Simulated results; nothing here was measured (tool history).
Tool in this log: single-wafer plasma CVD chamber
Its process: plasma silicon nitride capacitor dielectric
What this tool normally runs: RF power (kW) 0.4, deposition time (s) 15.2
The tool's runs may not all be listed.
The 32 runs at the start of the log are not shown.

run    hour  RF power (kW)  deposition time (s)  read-back reference wafer on the same gauge, thickness_nm  mean film thickness on the monitor wafer (Å)
 33  2597.6           0.47                 16.1                                                     23.338                                        215.77
 34  2654.7          0.355                 15.2                                                     23.331                                        182.37
 35  2752.9            0.4                 17.2                                                     23.306                                        216.74
 36    2831           0.44                 16.2                                                     23.272                                         211.3
 37  2907.9            0.4                 15.2                                                     23.299                                        191.39
 38  2986.5            0.4                 16.2                                                       23.3                                        203.27
 39  3080.4            0.4                 15.2                                                     23.308                                        191.11
 40  3126.7           0.47                 13.9                                                     23.307                                         185.2
 41  3206.9          0.335                 15.2                                                     23.324                                        177.68
 42  3291.1           0.48                 17.5                                                      23.32                                        235.48
 43  3346.4           0.43                 17.5                                                     23.303                                        225.78

Consider 5 possible next runs. They are alternatives, not a sequence: every one starts from the tool as it was left by run 43. What does each give?
  A  3346.8            0.4                 15.2                                                          ?                                             ?
  B  3346.8          0.475                 17.1                                                          ?                                             ?
  C  3346.8          0.435                 16.8                                                          ?                                             ?
  D  3346.8           0.33                 17.3                                                          ?                                             ?
  E  3346.8            0.4                 16.8                                                          ?                                             ?

run  read-back reference wafer on the same gauge, thickness_nm  mean film thickness on the monitor wafer (Å)
  A                                                     23.301                                        189.24
  B                                                     23.301                                        227.09
  C                                                     23.301                                        215.93
  D                                                     23.301                                        199.59
  E                                                     23.301                                        209.16
Take away the tool's hidden state, keep each run's random variation, and the runs would have read:
run  mean film thickness on the monitor wafer (Å)
  A                                        195.02
  B                                        234.03
  C                                        222.53
  D                                        205.68
  E                                        215.54
